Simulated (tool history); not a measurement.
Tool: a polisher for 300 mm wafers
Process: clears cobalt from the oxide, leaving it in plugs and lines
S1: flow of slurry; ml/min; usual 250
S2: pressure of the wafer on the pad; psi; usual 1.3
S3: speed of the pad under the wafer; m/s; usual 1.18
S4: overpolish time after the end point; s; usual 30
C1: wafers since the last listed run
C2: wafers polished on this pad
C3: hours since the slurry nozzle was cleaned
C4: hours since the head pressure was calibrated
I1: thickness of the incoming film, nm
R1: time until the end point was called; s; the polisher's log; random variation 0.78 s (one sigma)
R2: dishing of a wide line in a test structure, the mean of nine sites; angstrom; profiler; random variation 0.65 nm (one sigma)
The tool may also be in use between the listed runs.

{"run": 1, "hour": 0.0, "S1": 230, "S2": 1, "S3": 1.18, "S4": 30, "C1": 0, "C2": 1192, "C3": 256.6, "C4": 162.9, "I1": 308, "R1": 115.8, "R2": 311}
{"run": 2, "hour": 20.5, "S1": 215, "S2": 1.3, "S3": 1.18, "S4": 30, "C1": 147, "C2": 1340, "C3": 277.1, "C4": 183.4, "I1": 308.2, "R1": 92.6, "R2": 328}
{"run": 3, "hour": 35.6, "S1": 215, "S2": 1.3, "S3": 1.18, "S4": 30, "C1": 108, "C2": 1449, "C3": 292.2, "C4": 198.5, "I1": 307.8, "R1": 93.9, "R2": 335}
{"hour": 44.5, "done": "worn pad replaced by a new one"}
{"run": 4, "hour": 49.8, "S1": 215, "S2": 1.3, "S3": 1.18, "S4": 30, "C1": 73, "C2": 37, "C3": 306.4, "C4": 212.7, "I1": 311.8, "R1": 95.2, "R2": 344}
{"run": 5, "hour": 77.9, "S1": 250, "S2": 1.1, "S3": 1.18, "S4": 30, "C1": 202, "C2": 240, "C3": 334.5, "C4": 240.8, "I1": 309.3, "R1": 106, "R2": 315}
{"run": 6, "hour": 100.4, "S1": 250, "S2": 1.1, "S3": 1.18, "S4": 30, "C1": 161, "C2": 402, "C3": 357, "C4": 263.3, "I1": 312.1, "R1": 109.7, "R2": 334}
{"run": 7, "hour": 181.4, "S1": 250, "S2": 1.1, "S3": 1.18, "S4": 30, "C1": 583, "C2": 985, "C3": 438, "C4": 344.3, "I1": 309.7, "R1": 109.4, "R2": 329}
{"run": 8, "hour": 216.7, "S1": 250, "S2": 1.3, "S3": 1.36, "S4": 30, "C1": 254, "C2": 1239, "C3": 473.3, "C4": 379.6, "I1": 308, "R1": 84.4, "R2": 346}
{"hour": 231.7, "done": "worn pad replaced by a new one"}
{"hour": 232.0, "done": "head pressure recalibrated"}
{"run": 9, "hour": 232.5, "S1": 250, "S2": 1.3, "S3": 1.36, "S4": 30, "C1": 83, "C2": 3, "C3": 489.1, "C4": 0.5, "I1": 307.8, "R1": 80.8, "R2": 336}
{"run": 10, "hour": 245.5, "S1": 250, "S2": 1.3, "S3": 1.36, "S4": 30, "C1": 93, "C2": 97, "C3": 502.1, "C4": 13.5, "I1": 313.2, "R1": 82.3, "R2": 348}
{"run": 11, "hour": 274.4, "S1": 250, "S2": 1.3, "S3": 1.18, "S4": 30, "C1": 208, "C2": 305, "C3": 531, "C4": 42.4, "I1": 311.3, "R1": 93.3, "R2": 333}
{"run": 12, "hour": 304.6, "S1": 250, "S2": 1.3, "S3": 1.18, "S4": 19, "C1": 217, "C2": 522, "C3": 561.2, "C4": 72.6, "I1": 310.5, "R1": 91.6, "R2": 304}
{"run": 13, "hour": 340.6, "S1": 250, "S2": 1.3, "S3": 1.18, "S4": 30, "C1": 259, "C2": 782, "C3": 597.2, "C4": 108.6, "I1": 310.9, "R1": 92.8, "R2": 330}
{"hour": 353.4, "done": "slurry nozzle cleaned"}
{"run": 14, "hour": 372.9, "S1": 250, "S2": 1.6, "S3": 1.18, "S4": 30, "C1": 225, "C2": 1007, "C3": 19.5, "C4": 140.9, "I1": 311.2, "R1": 78.6, "R2": 354}
{"run": 15, "hour": 401.2, "S1": 250, "S2": 1.6, "S3": 1.18, "S4": 30, "C1": 203, "C2": 1211, "C3": 47.8, "C4": 169.2, "I1": 311, "R1": 76.9, "R2": 344}
{"run": 16, "hour": 418.7, "S1": 230, "S2": 1, "S3": 1.18, "S4": 30, "C1": 125, "C2": 1337, "C3": 65.3, "C4": 186.7, "I1": 307.2, "R1": 115.6, "R2": 319}
{"hour": 439.7, "done": "worn pad replaced by a new one"}
{"run": 17, "hour": 440.2, "S1": 305, "S2": 1.8, "S3": 1.18, "S4": 15, "C1": 125, "C2": 3, "C3": 86.8, "C4": 208.2, "I1": 310, "R1": 68.6, "R2": 311}
{"run": 18, "hour": 455.2, "S1": 250, "S2": 1.4, "S3": 1.18, "S4": 30, "C1": 107, "C2": 111, "C3": 101.8, "C4": 223.2, "I1": 311.9, "R1": 86.3, "R2": 329}
{"run": 19, "hour": 473.9, "S1": 310, "S2": 1.3, "S3": 0.9, "S4": 30, "C1": 134, "C2": 246, "C3": 120.5, "C4": 241.9, "I1": 303.1, "R1": 111.3, "R2": 324}
{"run": 20, "hour": 504.0, "S1": 250, "S2": 1.3, "S3": 1.18, "S4": 30, "C1": 216, "C2": 463, "C3": 150.6, "C4": 272, "I1": 306.4, "R1": 93, "R2": 353}
{"run": 21, "hour": 539.4, "S1": 250, "S2": 1, "S3": 1.18, "S4": 30, "C1": 254, "C2": 717, "C3": 186, "C4": 307.4, "I1": 305.6, "R1": 113.5, "R2": 307}
{"run": 22, "hour": 578.5, "S1": 250, "S2": 1.3, "S3": 1.18, "S4": 40, "C1": 281, "C2": 999, "C3": 225.1, "C4": 346.5, "I1": 305.9, "R1": 92.7, "R2": 349}
{"run": 23, "hour": 592.3, "S1": 250, "S2": 1.3, "S3": 1.18, "S4": 17, "C1": 99, "C2": 1098, "C3": 238.9, "C4": 360.3, "I1": 310.1, "R1": 95, "R2": 293}
{"run": 24, "hour": 614.9, "S1": 185, "S2": 1.1, "S3": 1.18, "S4": 16, "C1": 162, "C2": 1261, "C3": 261.5, "C4": 382.9, "I1": 306.5, "R1": 112.1, "R2": 263}
{"hour": 627.9, "done": "worn pad replaced by a new one"}
{"run": 25, "hour": 634.6, "S1": 250, "S2": 1.3, "S3": 1.18, "S4": 30, "C1": 113, "C2": 48, "C3": 281.2, "C4": 402.6, "I1": 308.2, "R1": 94.3, "R2": 348}
{"run": 26, "hour": 652.1, "S1": 250, "S2": 1.3, "S3": 1.18, "S4": 24, "C1": 125, "C2": 174, "C3": 298.7, "C4": 420.1, "I1": 306.4, "R1": 93.2, "R2": 306}
{"run": 27, "hour": 667.4, "S1": 250, "S2": 1.3, "S3": 1.18, "S4": 30, "C1": 110, "C2": 284, "C3": 314, "C4": 435.4, "I1": 310.5, "R1": 95.9, "R2": 324}
{"run": 28, "hour": 680.8, "S1": 295, "S2": 1.1, "S3": 1.18, "S4": 30, "C1": 96, "C2": 380, "C3": 327.4, "C4": 448.8, "I1": 310.4, "R1": 110.1, "R2": 337}
{"hour": 686.7, "done": "head pressure recalibrated"}
{"run": 29, "hour": 695.8, "S1": 210, "S2": 1, "S3": 0.98, "S4": 14, "C1": 93, "C2": 474, "C3": 342.4, "C4": 9.1, "I1": 305.9, "R1": 135.1, "R2": 214}
{"run": 30, "hour": 718.8, "S1": 250, "S2": 1.3, "S3": 1.18, "S4": 30, "C1": 165, "C2": 640, "C3": 365.4, "C4": 32.1, "I1": 313.4, "R1": 92.5, "R2": 332}
{"run": 31, "hour": 765.0, "S1": 250, "S2": 1.3, "S3": 1.18, "S4": 30, "C1": 332, "C2": 972, "C3": 411.6, "C4": 78.3, "I1": 309.4, "R1": 92.3, "R2": 334}
{"run": 32, "hour": 794.6, "S1": 165, "S2": 0.9, "S3": 1.18, "S4": 21, "C1": 213, "C2": 1185, "C3": 441.2, "C4": 107.9, "I1": 312.1, "R1": 131.4, "R2": 273}
{"hour": 806.4, "done": "worn pad replaced by a new one"}
{"run": 33, "hour": 816.4, "S1": 250, "S2": 1.3, "S3": 1.5, "S4": 42, "C1": 128, "C2": 71, "C3": 463, "C4": 129.7, "I1": 314.4, "R1": 76.5, "R2": 347}

Hidden state or all else? Some run-to-run changes of R1, split into what the settings, what came in and random variation would give without the hidden state, and what is left for the hidden state (with any gauge scatter that isn't in both results):
The hidden state here: removal rate lost through wear of the pad, %; slurry flow missing at the pad, %; deviation of the head's pressure from its setpoint, %.
Run 6 -> 7: no setting changed, nothing entered. R1 -0.3 s: hidden state +1.1, all else -1.4.
Run 8 -> 9: worn pad replaced by a new one, head pressure recalibrated. R1 -3.6 s: hidden state -2.5, all else -1.1.
Run 16 -> 17: S1 230 -> 305, S2 1 -> 1.8, S4 30 -> 15, worn pad replaced by a new one. R1 -47 s: hidden state -0.1, all else -46.9.
Run 28 -> 29: S1 295 -> 210, S2 1.1 -> 1, S3 1.18 -> 0.98, S4 30 -> 14, head pressure recalibrated. R1 +25 s: hidden state -4.5, all else +29.5.
Run 29 -> 30: S1 210 -> 250, S2 1 -> 1.3, S3 0.98 -> 1.18, S4 14 -> 30. R1 -42.6 s: hidden state +0, all else -42.6.
Run 32 -> 33: S1 165 -> 250, S2 0.9 -> 1.3, S3 1.18 -> 1.5, S4 21 -> 42, worn pad replaced by a new one. R1 -54.9 s: hidden state -0.1, all else -54.8.

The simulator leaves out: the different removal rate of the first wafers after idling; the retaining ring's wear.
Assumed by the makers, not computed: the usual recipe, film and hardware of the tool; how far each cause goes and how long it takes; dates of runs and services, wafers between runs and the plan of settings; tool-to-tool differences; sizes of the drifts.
